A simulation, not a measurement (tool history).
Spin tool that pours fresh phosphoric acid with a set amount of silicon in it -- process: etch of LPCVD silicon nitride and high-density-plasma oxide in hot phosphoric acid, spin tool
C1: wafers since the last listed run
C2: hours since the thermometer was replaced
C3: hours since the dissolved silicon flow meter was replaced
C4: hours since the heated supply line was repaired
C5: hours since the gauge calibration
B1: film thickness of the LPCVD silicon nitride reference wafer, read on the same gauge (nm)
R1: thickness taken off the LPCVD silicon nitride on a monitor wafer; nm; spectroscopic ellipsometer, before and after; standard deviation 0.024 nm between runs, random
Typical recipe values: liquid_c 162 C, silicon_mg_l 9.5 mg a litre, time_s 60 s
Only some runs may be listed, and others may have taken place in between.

run 1 hour=0 | liquid_c=162 silicon_mg_l=9.5 time_s=60 | C1=0 C2=2354.2 C3=1845.1 C4=2262.8 C5=100.1 | B1=99.995 | R1=4.771
run 2 hour=23.6 | liquid_c=162 silicon_mg_l=9.5 time_s=60 | C1=189 C2=2377.8 C3=1868.7 C4=2286.4 C5=123.7 | B1=99.98 | R1=4.759
run 3 hour=37.9 | liquid_c=162 silicon_mg_l=9.5 time_s=60 | C1=114 C2=2392.1 C3=1883 C4=2300.7 C5=138 | B1=99.983 | R1=4.768
run 4 hour=53.6 | liquid_c=162 silicon_mg_l=9.5 time_s=60 | C1=125 C2=2407.8 C3=1898.7 C4=2316.4 C5=153.7 | B1=100.006 | R1=4.725
run 5 hour=83.2 | liquid_c=162 silicon_mg_l=9.5 time_s=60 | C1=237 C2=2437.4 C3=1928.3 C4=2346 C5=183.3 | B1=100.002 | R1=4.779
run 6 hour=105 | liquid_c=162 silicon_mg_l=11.5 time_s=75 | C1=174 C2=2459.2 C3=1950.1 C4=2367.8 C5=205.1 | B1=100.034 | R1=5.851
run 7 hour=135.6 | liquid_c=162 silicon_mg_l=9.5 time_s=60 | C1=245 C2=2489.8 C3=1980.7 C4=2398.4 C5=235.7 | B1=99.967 | R1=4.753
-- hour=155.7 heated supply line repaired
run 8 hour=164.5 | liquid_c=162 silicon_mg_l=12 time_s=55 | C1=223 C2=2518.7 C3=2009.6 C4=8.8 C5=264.6 | B1=100.003 | R1=4.887
run 9 hour=193.6 | liquid_c=163.5 silicon_mg_l=6 time_s=85 | C1=233 C2=2547.8 C3=2038.7 C4=37.9 C5=293.7 | B1=100.003 | R1=7.89
run 10 hour=222.9 | liquid_c=164 silicon_mg_l=7 time_s=60 | C1=234 C2=2577.1 C3=2068 C4=67.2 C5=323 | B1=100.009 | R1=5.66
-- hour=236.4 dissolved silicon flow meter replaced
-- hour=254.7 thermometer replaced
run 11 hour=270.9 | liquid_c=162 silicon_mg_l=9.5 time_s=40 | C1=368 C2=16.2 C3=34.5 C4=115.2 C5=371 | B1=100.015 | R1=3.532
run 12 hour=285.2 | liquid_c=164 silicon_mg_l=14 time_s=80 | C1=114 C2=30.5 C3=48.8 C4=129.5 C5=385.3 | B1=99.951 | R1=7.513
run 13 hour=300.3 | liquid_c=159.5 silicon_mg_l=11.5 time_s=95 | C1=120 C2=45.6 C3=63.9 C4=144.6 C5=400.4 | B1=99.997 | R1=7.653
-- hour=309.9 gauge calibrated
run 14 hour=333.9 | liquid_c=162 silicon_mg_l=9.5 time_s=60 | C1=269 C2=79.2 C3=97.5 C4=178.2 C5=24 | B1=99.933 | R1=5.222
run 15 hour=366.4 | liquid_c=162 silicon_mg_l=9.5 time_s=60 | C1=260 C2=111.7 C3=130 C4=210.7 C5=56.5 | B1=99.98 | R1=5.238

What does the tool deliver on the next run?
run 16 hour=383.1 | liquid_c=162 silicon_mg_l=15 time_s=75 | C1=133 C2=128.4 C3=146.7 C4=227.4 C5=73.2 | B1=? | R1=?

B1: 99.933
R1: 6.598 nm
Take away the tool's hidden state, keep the run-to-run variation as it was, and the same run would have given R1 6.767 nm.
